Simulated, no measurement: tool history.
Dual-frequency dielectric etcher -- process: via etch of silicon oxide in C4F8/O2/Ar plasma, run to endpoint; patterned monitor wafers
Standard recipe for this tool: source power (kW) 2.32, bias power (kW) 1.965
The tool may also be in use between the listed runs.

run   hour  source power (kW)  bias power (kW)  incoming incoming film thickness, nm  endpoint time (s)
  1      0               2.32            1.965                                1560.1              279.3
  2   28.8               2.32            1.965                                1570.1              283.5
        83  -- wet clean of the chamber
  3   83.5               2.32            1.965                                1564.3              269.3
  4  258.7               1.92            2.296                                1551.4              274.1
  5  311.4               2.46            1.965                                1546.1              269.3
  6  348.3               2.32            1.965                                1521.5              268.8
  7  399.6               2.32            1.965                                  1552              277.6
     452.8  -- wet clean of the chamber
  8  454.2               2.32            1.748                                1541.8              275.9
  9  487.8               2.32            1.748                                1532.5              275.4
     495.3  -- source power generator calibrated
     529.1  -- upper electrode replaced
 10  529.6               2.32            1.748                                1547.2              279.7
 11  568.8               2.73            1.598                                1542.3              273.7
 12    629               2.62            2.155                                  1534              253.3
 13  666.3               2.67             2.16                                1564.2              257.7
 14  695.8               1.86            2.222                                1545.1              276.2

What does the tool deliver on the next run?
 15  725.7               2.71             2.42                                1554.1                  ?

{"run 15": {"endpoint time (s)": 248.5}}
Without the tool's hidden state the same run would have given endpoint time (s) 241.3.
